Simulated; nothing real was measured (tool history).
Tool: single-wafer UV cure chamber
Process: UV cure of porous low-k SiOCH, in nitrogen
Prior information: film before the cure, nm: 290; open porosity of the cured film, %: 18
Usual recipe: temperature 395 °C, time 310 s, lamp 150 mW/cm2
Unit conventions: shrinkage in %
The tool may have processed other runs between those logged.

run 1 hour=0 | temperature=395 time=310 lamp=131 | shrinkage=12.984
run 2 hour=11.9 | temperature=395 time=310 lamp=131 | shrinkage=12.744
run 3 hour=19.8 | temperature=395 time=430 lamp=150 | shrinkage=14.673
run 4 hour=27.7 | temperature=395 time=430 lamp=150 | shrinkage=14.933
run 5 hour=37.9 | temperature=395 time=180 lamp=150 | shrinkage=10.993
run 6 hour=47 | temperature=395 time=180 lamp=150 | shrinkage=11.062
run 7 hour=62.5 | temperature=395 time=180 lamp=150 | shrinkage=10.869
run 8 hour=79.8 | temperature=395 time=310 lamp=150 | shrinkage=13.191
run 9 hour=86.1 | temperature=395 time=310 lamp=150 | shrinkage=13.244
run 10 hour=100.3 | temperature=401 time=310 lamp=150 | shrinkage=13.356
run 11 hour=114 | temperature=395 time=310 lamp=150 | shrinkage=13.304
run 12 hour=124.6 | temperature=395 time=310 lamp=150 | shrinkage=13.423
run 13 hour=139.5 | temperature=395 time=310 lamp=150 | shrinkage=13.291
run 14 hour=155.9 | temperature=395 time=310 lamp=150 | shrinkage=13.209
run 15 hour=167.5 | temperature=395 time=310 lamp=150 | shrinkage=13.038
-- hour=182 UV bulbs replaced
run 16 hour=184.1 | temperature=395 time=310 lamp=150 | shrinkage=12.914
-- hour=198.6 quartz window cleaned
run 17 hour=199.1 | temperature=395 time=310 lamp=150 | shrinkage=14.117
run 18 hour=199.7 | temperature=395 time=310 lamp=150 | shrinkage=14.312
run 19 hour=206.4 | temperature=378 time=235 lamp=150 | shrinkage=12.505
run 20 hour=219.8 | temperature=384 time=310 lamp=139 | shrinkage=13.663
run 21 hour=231.1 | temperature=395 time=310 lamp=150 | shrinkage=14.123
run 22 hour=243.9 | temperature=412 time=375 lamp=190 | shrinkage=16.478
run 23 hour=255 | temperature=386 time=150 lamp=184 | shrinkage=11.798
run 24 hour=267.4 | temperature=401 time=225 lamp=139 | shrinkage=12.409
run 25 hour=284.9 | temperature=386 time=445 lamp=150 | shrinkage=15.683
run 26 hour=291.5 | temperature=395 time=310 lamp=150 | shrinkage=14.303
run 27 hour=332 | temperature=407 time=415 lamp=116 | shrinkage=14.523
run 28 hour=344.6 | temperature=403 time=140 lamp=125 | shrinkage=9.725
run 29 hour=358 | temperature=395 time=310 lamp=150 | shrinkage=13.984
run 30 hour=368.3 | temperature=395 time=310 lamp=150 | shrinkage=14.065
run 31 hour=385.7 | temperature=383 time=310 lamp=164 | shrinkage=14.094
run 32 hour=399.9 | temperature=414 time=210 lamp=150 | shrinkage=12.667
run 33 hour=409.6 | temperature=395 time=310 lamp=150 | shrinkage=13.941
run 34 hour=416.8 | temperature=403 time=185 lamp=115 | shrinkage=10.573
run 35 hour=430.6 | temperature=395 time=310 lamp=150 | shrinkage=13.99
run 36 hour=439.5 | temperature=395 time=310 lamp=150 | shrinkage=13.71

Table of differences, measured result less the result of that run with no hidden state. Run-to-run variation is the same in both. Gauge scatter possibly is not:
Hidden state present: lamp output below its setpoint, %; transmission lost against a clean window, %.
run=1 shrinkage=-0.874
run=2 shrinkage=-0.879
run=3 shrinkage=-0.898
run=4 shrinkage=-0.929
run=5 shrinkage=-0.898
run=6 shrinkage=-0.92
run=7 shrinkage=-0.933
run=8 shrinkage=-1.001
run=9 shrinkage=-1.017
run=10 shrinkage=-1.045
run=11 shrinkage=-1.074
run=12 shrinkage=-1.105
run=13 shrinkage=-1.123
run=14 shrinkage=-1.148
run=15 shrinkage=-1.156
run=16 shrinkage=-1.178
run=17 shrinkage=-0.074
run=18 shrinkage=-0.076
run=19 shrinkage=-0.082
run=20 shrinkage=-0.105
run=21 shrinkage=-0.12
run=22 shrinkage=-0.142
run=23 shrinkage=-0.152
run=24 shrinkage=-0.171
run=25 shrinkage=-0.203
run=26 shrinkage=-0.214
run=27 shrinkage=-0.275
run=28 shrinkage=-0.264
run=29 shrinkage=-0.311
run=30 shrinkage=-0.329
run=31 shrinkage=-0.353
run=32 shrinkage=-0.374
run=33 shrinkage=-0.392
run=34 shrinkage=-0.378
run=35 shrinkage=-0.427
run=36 shrinkage=-0.433
